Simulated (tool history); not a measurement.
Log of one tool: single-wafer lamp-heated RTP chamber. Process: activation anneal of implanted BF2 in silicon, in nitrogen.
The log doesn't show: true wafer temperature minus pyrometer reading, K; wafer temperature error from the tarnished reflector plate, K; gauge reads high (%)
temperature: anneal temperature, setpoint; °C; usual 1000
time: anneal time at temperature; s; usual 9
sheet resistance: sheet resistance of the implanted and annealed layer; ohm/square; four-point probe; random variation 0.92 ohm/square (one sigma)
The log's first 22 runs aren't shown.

run	hour	temperature	time	wafers since the last listed run	wafers since the last pyrometer calibration	wafers since the reflector plate was cleaned	hours since the gauge calibration	read-back reference wafer on the same gauge, sheet resistance	sheet resistance
23	1085.1	1022	5	844	2362	2503	1551.7	199.02	180.12
24	1145.3	1016	9	982	3344	3485	1611.9	198.84	173.29
25	1203.9	1011	7	955	4300	4441	1670.5	199.12	180.58
26	1229.5	1008	5	417	4717	4858	1696.1	199.16	190.62
27	1276.6	1000	9	768	5486	5627	1743.2	198.91	190.44
28	1310.8	975	14	557	6044	6184	1777.4	199.08	211.66
# hour 1338.4: gauge calibrated
29	1349.5	982	11	631	6675	6816	11.1	198.91	206.95
# hour 1368.7: pyrometer window cleaned and pyrometer calibrated
30	1412.3	975	12	893	711	7710	73.9	198.78	218.44
31	1470.3	1020	11	946	1658	8656	131.9	199.11	165.79
32	1528	1026	5	941	2599	9597	189.6	198.86	174.73
33	1595.7	1000	9	1104	3703	10701	257.3	198.87	189.41
34	1627.4	985	11	517	4220	11218	289	199.03	202.99
# hour 1658.4: reflector plate cleaned
35	1670.6	1020	9	574	4794	199	332.2	199.24	169.27
36	1734.9	1017	5	1048	5843	1248	396.5	198.77	184.09

Forecast each of these 5 alternatives for the next run:
A	1735.3	1000	9	6	5850	1254	396.9	?	?
B	1735.3	1029	7	6	5850	1254	396.9	?	?
C	1735.3	979	11	6	5850	1254	396.9	?	?
D	1735.3	987	12	6	5850	1254	396.9	?	?
E	1735.3	981	12	6	5850	1254	396.9	?	?

run	read-back reference wafer on the same gauge, sheet resistance	sheet resistance
A	199.11	190.38
B	199.11	166.52
C	199.11	212.49
D	199.11	200.38
E	199.11	208.24
Without the tool's hidden state the same runs would have given:
run	sheet resistance
A	194.67
B	169.91
C	217.6
D	205.3
E	213.34
